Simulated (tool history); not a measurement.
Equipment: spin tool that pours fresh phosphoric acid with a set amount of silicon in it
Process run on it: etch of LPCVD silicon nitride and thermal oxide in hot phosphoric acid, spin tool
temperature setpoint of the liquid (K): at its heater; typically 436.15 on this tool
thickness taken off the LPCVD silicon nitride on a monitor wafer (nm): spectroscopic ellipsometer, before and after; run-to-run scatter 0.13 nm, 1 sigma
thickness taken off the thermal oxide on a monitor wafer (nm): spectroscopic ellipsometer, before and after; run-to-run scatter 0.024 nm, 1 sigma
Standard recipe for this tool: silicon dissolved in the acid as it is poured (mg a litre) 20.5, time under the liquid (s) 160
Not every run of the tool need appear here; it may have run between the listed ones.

| run | day | temperature setpoint of the liquid (K) | silicon dissolved in the acid as it is poured (mg a litre) | time under the liquid (s) | wafers since the last listed run | hours since the thermometer was replaced | hours since the dissolved silicon flow meter was replaced | hours since the heated supply line was repaired | hours since the gauge calibration | read-back film thickness of the LPCVD silicon nitride reference wafer, read on the same gauge (nm) | read-back film thickness of the thermal oxide reference wafer, read on the same gauge (nm) | thickness taken off the LPCVD silicon nitride on a monitor wafer (nm) | thickness taken off the thermal oxide on a monitor wafer (nm) |
|---|---|---|---|---|---|---|---|---|---|---|---|---|---|
| 1 | 0 | 436.15 | 20.5 | 160 | 0 | 2830.8 | 766.5 | 3339.6 | 796 | 30 | 100.004 | 12.81 | 0.229 |
| 2 | 1.588 | 436.15 | 20.5 | 160 | 347 | 2868.9 | 804.6 | 3377.7 | 834.1 | 30.02 | 99.983 | 12.59 | 0.219 |
| 3 | 3.267 | 436.15 | 30.5 | 160 | 367 | 2909.2 | 844.9 | 3418 | 874.4 | 29.98 | 99.947 | 12.73 | 0.151 |
| 4 | 5.046 | 436.15 | 30.5 | 160 | 389 | 2951.9 | 887.6 | 3460.7 | 917.1 | 30 | 100 | 12.68 | 0.183 |
| 5 | 6.733 | 437.65 | 20.5 | 160 | 369 | 2992.4 | 928.1 | 3501.2 | 957.6 | 29.99 | 99.986 | 13.17 | 0.289 |
|  | 7.525 | gauge calibrated |
| 6 | 9.604 | 438.15 | 20.5 | 160 | 628 | 3061.3 | 997 | 3570.1 | 49.9 | 30.01 | 100.006 | 13.37 | 0.257 |
| 7 | 12.429 | 436.15 | 4 | 160 | 618 | 3129.1 | 1064.8 | 3637.9 | 117.7 | 29.97 | 100.004 | 12.39 | 0.371 |
|  | 12.542 | heated supply line repaired |
| 8 | 13.492 | 436.15 | 20.5 | 160 | 223 | 3154.6 | 1090.3 | 22.8 | 143.2 | 29.99 | 99.976 | 14.31 | 0.309 |
| 9 | 14.862 | 436.15 | 6.5 | 160 | 300 | 3187.5 | 1123.2 | 55.7 | 176.1 | 30 | 99.981 | 14.29 | 0.445 |
|  | 15.35 | thermometer replaced |
|  | 16.783 | dissolved silicon flow meter replaced |
| 10 | 17.288 | 438.65 | 10 | 205 | 512 | 46.5 | 12.1 | 113.9 | 234.3 | 29.99 | 100.03 | 19.76 | 0.607 |
| 11 | 19.421 | 436.15 | 29.5 | 160 | 466 | 97.7 | 63.3 | 165.1 | 285.5 | 30.01 | 99.968 | 14.26 | 0.26 |
| 12 | 21.025 | 436.15 | 20.5 | 160 | 351 | 136.2 | 101.8 | 203.6 | 324 | 30 | 99.979 | 14.35 | 0.327 |
| 13 | 22.754 | 436.15 | 20.5 | 160 | 378 | 177.7 | 143.3 | 245.1 | 365.5 | 30.01 | 100.035 | 14.44 | 0.308 |
| 14 | 24.454 | 436.15 | 20.5 | 160 | 372 | 218.5 | 184.1 | 285.9 | 406.3 | 29.99 | 99.981 | 14.27 | 0.265 |
| 15 | 25.962 | 436.15 | 32 | 215 | 330 | 254.7 | 220.3 | 322.1 | 442.5 | 30.01 | 99.985 | 19.16 | 0.264 |
| 16 | 28.804 | 437.65 | 20.5 | 70 | 621 | 322.9 | 288.5 | 390.3 | 510.7 | 29.99 | 99.943 | 6.56 | 0.149 |
| 17 | 31.408 | 434.15 | 5 | 115 | 569 | 385.4 | 351 | 452.8 | 573.2 | 30 | 100.059 | 9.54 | 0.285 |
| 18 | 33.575 | 433.65 | 13 | 220 | 474 | 437.4 | 403 | 504.8 | 625.2 | 30.01 | 100.032 | 17.48 | 0.402 |
| 19 | 35.458 | 436.15 | 20.5 | 160 | 412 | 482.6 | 448.2 | 550 | 670.4 | 29.98 | 99.998 | 14.03 | 0.26 |
| 20 | 37.179 | 434.65 | 20.5 | 160 | 376 | 523.9 | 489.5 | 591.3 | 711.7 | 29.99 | 99.997 | 13.43 | 0.279 |
| 21 | 39.483 | 436.15 | 30.5 | 160 | 504 | 579.2 | 544.8 | 646.6 | 767 | 29.99 | 100.004 | 13.98 | 0.234 |

Forecast each of these 5 alternatives for the next run:
| A | 39.504 | 436.15 | 20.5 | 160 | 4 | 579.7 | 545.3 | 647.1 | 767.5 | ? | ? | ? | ? |
| B | 39.504 | 434.65 | 33.5 | 115 | 4 | 579.7 | 545.3 | 647.1 | 767.5 | ? | ? | ? | ? |
| C | 39.504 | 435.15 | 26.5 | 160 | 4 | 579.7 | 545.3 | 647.1 | 767.5 | ? | ? | ? | ? |
| D | 39.504 | 436.15 | 20.5 | 205 | 4 | 579.7 | 545.3 | 647.1 | 767.5 | ? | ? | ? | ? |
| E | 39.504 | 436.15 | 10 | 120 | 4 | 579.7 | 545.3 | 647.1 | 767.5 | ? | ? | ? | ? |

| run | read-back film thickness of the LPCVD silicon nitride reference wafer, read on the same gauge (nm) | read-back film thickness of the thermal oxide reference wafer, read on the same gauge (nm) | thickness taken off the LPCVD silicon nitride on a monitor wafer (nm) | thickness taken off the thermal oxide on a monitor wafer (nm) |
|---|---|---|---|---|
| A | 30 | 99.983 | 14 | 0.335 |
| B | 30 | 99.983 | 9.57 | 0.134 |
| C | 30 | 99.983 | 13.54 | 0.257 |
| D | 30 | 99.983 | 17.93 | 0.429 |
| E | 30 | 99.983 | 10.5 | 0.327 |
Had the tool no hidden state, the same runs would have come out as:
| run | thickness taken off the LPCVD silicon nitride on a monitor wafer (nm) | thickness taken off the thermal oxide on a monitor wafer (nm) |
|---|---|---|
| A | 14.4 | 0.356 |
| B | 9.84 | 0.143 |
| C | 13.93 | 0.273 |
| D | 18.45 | 0.456 |
| E | 10.8 | 0.348 |

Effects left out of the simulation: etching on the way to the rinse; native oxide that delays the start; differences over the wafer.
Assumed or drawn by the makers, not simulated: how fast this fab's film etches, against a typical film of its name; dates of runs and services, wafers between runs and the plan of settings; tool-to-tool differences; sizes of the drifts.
